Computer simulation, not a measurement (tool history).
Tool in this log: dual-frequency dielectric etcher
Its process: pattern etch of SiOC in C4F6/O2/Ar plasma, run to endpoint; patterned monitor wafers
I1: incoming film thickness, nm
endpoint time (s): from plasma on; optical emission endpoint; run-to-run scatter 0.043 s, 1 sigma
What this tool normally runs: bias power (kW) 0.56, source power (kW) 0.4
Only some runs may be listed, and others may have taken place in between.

run 1 hour=0 | bias_power_(kW)=0.663 source_power_(kW)=0.46 | I1=30.51 | endpoint_time_(s)=8.7
run 2 hour=12 | bias_power_(kW)=0.56 source_power_(kW)=0.4 | I1=30.94 | endpoint_time_(s)=9.8
-- hour=20 source power generator calibrated
run 3 hour=24.8 | bias_power_(kW)=0.56 source_power_(kW)=0.4 | I1=31.11 | endpoint_time_(s)=9.9
run 4 hour=53.4 | bias_power_(kW)=0.56 source_power_(kW)=0.4 | I1=31.16 | endpoint_time_(s)=9.8
run 5 hour=75.2 | bias_power_(kW)=0.625 source_power_(kW)=0.4 | I1=30.81 | endpoint_time_(s)=9.5
run 6 hour=106.2 | bias_power_(kW)=0.56 source_power_(kW)=0.4 | I1=30.77 | endpoint_time_(s)=9.7
run 7 hour=131.5 | bias_power_(kW)=0.56 source_power_(kW)=0.4 | I1=30.74 | endpoint_time_(s)=9.6
run 8 hour=156.5 | bias_power_(kW)=0.604 source_power_(kW)=0.4 | I1=30.58 | endpoint_time_(s)=9.4
run 9 hour=180.9 | bias_power_(kW)=0.604 source_power_(kW)=0.4 | I1=31.09 | endpoint_time_(s)=9.5
run 10 hour=215.1 | bias_power_(kW)=0.56 source_power_(kW)=0.4 | I1=30.64 | endpoint_time_(s)=9.6
-- hour=246.8 upper electrode replaced
run 11 hour=247.3 | bias_power_(kW)=0.56 source_power_(kW)=0.4 | I1=30.63 | endpoint_time_(s)=9.5
run 12 hour=273.3 | bias_power_(kW)=0.436 source_power_(kW)=0.32 | I1=30.79 | endpoint_time_(s)=11.2
run 13 hour=308.1 | bias_power_(kW)=0.56 source_power_(kW)=0.4 | I1=30.36 | endpoint_time_(s)=9.4
run 14 hour=326.2 | bias_power_(kW)=0.56 source_power_(kW)=0.4 | I1=30.97 | endpoint_time_(s)=9.6
run 15 hour=354.6 | bias_power_(kW)=0.56 source_power_(kW)=0.46 | I1=30.67 | endpoint_time_(s)=8.9
run 16 hour=367.6 | bias_power_(kW)=0.666 source_power_(kW)=0.34 | I1=30.65 | endpoint_time_(s)=9.7
run 17 hour=379.9 | bias_power_(kW)=0.56 source_power_(kW)=0.32 | I1=30.49 | endpoint_time_(s)=10.4
run 18 hour=403.8 | bias_power_(kW)=0.42 source_power_(kW)=0.43 | I1=30.94 | endpoint_time_(s)=9.8
-- hour=429.7 wet clean of the chamber
run 19 hour=430.1 | bias_power_(kW)=0.649 source_power_(kW)=0.35 | I1=31.05 | endpoint_time_(s)=10
run 20 hour=455 | bias_power_(kW)=0.464 source_power_(kW)=0.34 | I1=30.51 | endpoint_time_(s)=10.7
run 21 hour=484 | bias_power_(kW)=0.674 source_power_(kW)=0.4 | I1=30.93 | endpoint_time_(s)=9.2
run 22 hour=500 | bias_power_(kW)=0.432 source_power_(kW)=0.36 | I1=30.42 | endpoint_time_(s)=10.6
run 23 hour=514 | bias_power_(kW)=0.622 source_power_(kW)=0.47 | I1=30.62 | endpoint_time_(s)=8.7
-- hour=518.1 bias power generator calibrated
run 24 hour=529.6 | bias_power_(kW)=0.643 source_power_(kW)=0.47 | I1=30.94 | endpoint_time_(s)=8.7
run 25 hour=562.4 | bias_power_(kW)=0.464 source_power_(kW)=0.33 | I1=30.81 | endpoint_time_(s)=10.9
run 26 hour=582.7 | bias_power_(kW)=0.56 source_power_(kW)=0.4 | I1=30.8 | endpoint_time_(s)=9.5
run 27 hour=601.8 | bias_power_(kW)=0.52 source_power_(kW)=0.49 | I1=30.71 | endpoint_time_(s)=8.9
run 28 hour=632.6 | bias_power_(kW)=0.447 source_power_(kW)=0.47 | I1=30.77 | endpoint_time_(s)=9.3
run 29 hour=660.1 | bias_power_(kW)=0.422 source_power_(kW)=0.33 | I1=30.65 | endpoint_time_(s)=10.9
run 30 hour=675.5 | bias_power_(kW)=0.433 source_power_(kW)=0.4 | I1=30.54 | endpoint_time_(s)=10
run 31 hour=700.4 | bias_power_(kW)=0.602 source_power_(kW)=0.32 | I1=30.42 | endpoint_time_(s)=10.2
run 32 hour=718.8 | bias_power_(kW)=0.68 source_power_(kW)=0.35 | I1=30.85 | endpoint_time_(s)=9.6
run 33 hour=742.3 | bias_power_(kW)=0.56 source_power_(kW)=0.46 | I1=30.85 | endpoint_time_(s)=8.9
run 34 hour=761.1 | bias_power_(kW)=0.56 source_power_(kW)=0.48 | I1=31.06 | endpoint_time_(s)=8.8
run 35 hour=782.9 | bias_power_(kW)=0.437 source_power_(kW)=0.34 | I1=30.93 | endpoint_time_(s)=10.7

Measured less the same run without the tool's hidden state. The same run-to-run variation is in both; the gauge's scatter may not be:
Hidden conditions of the tool in this case: etch rate over this chamber's usual, %; bias power that arrives over what is set, %; source power that arrives over what is set, %.
run=1 endpoint_time_(s)=+0
run=2 endpoint_time_(s)=+0
run=3 endpoint_time_(s)=+0
run=4 endpoint_time_(s)=+0
run=5 endpoint_time_(s)=+0
run=6 endpoint_time_(s)=-0.1
run=7 endpoint_time_(s)=-0.1
run=8 endpoint_time_(s)=-0.1
run=9 endpoint_time_(s)=-0.1
run=10 endpoint_time_(s)=-0.1
run=11 endpoint_time_(s)=-0.2
run=12 endpoint_time_(s)=-0.2
run=13 endpoint_time_(s)=-0.2
run=14 endpoint_time_(s)=-0.2
run=15 endpoint_time_(s)=-0.2
run=16 endpoint_time_(s)=-0.2
run=17 endpoint_time_(s)=-0.2
run=18 endpoint_time_(s)=-0.2
run=19 endpoint_time_(s)=-0.1
run=20 endpoint_time_(s)=-0.1
run=21 endpoint_time_(s)=-0.1
run=22 endpoint_time_(s)=-0.1
run=23 endpoint_time_(s)=-0.1
run=24 endpoint_time_(s)=-0.1
run=25 endpoint_time_(s)=-0.2
run=26 endpoint_time_(s)=-0.2
run=27 endpoint_time_(s)=-0.2
run=28 endpoint_time_(s)=-0.2
run=29 endpoint_time_(s)=-0.2
run=30 endpoint_time_(s)=-0.2
run=31 endpoint_time_(s)=-0.2
run=32 endpoint_time_(s)=-0.3
run=33 endpoint_time_(s)=-0.3
run=34 endpoint_time_(s)=-0.3
run=35 endpoint_time_(s)=-0.4
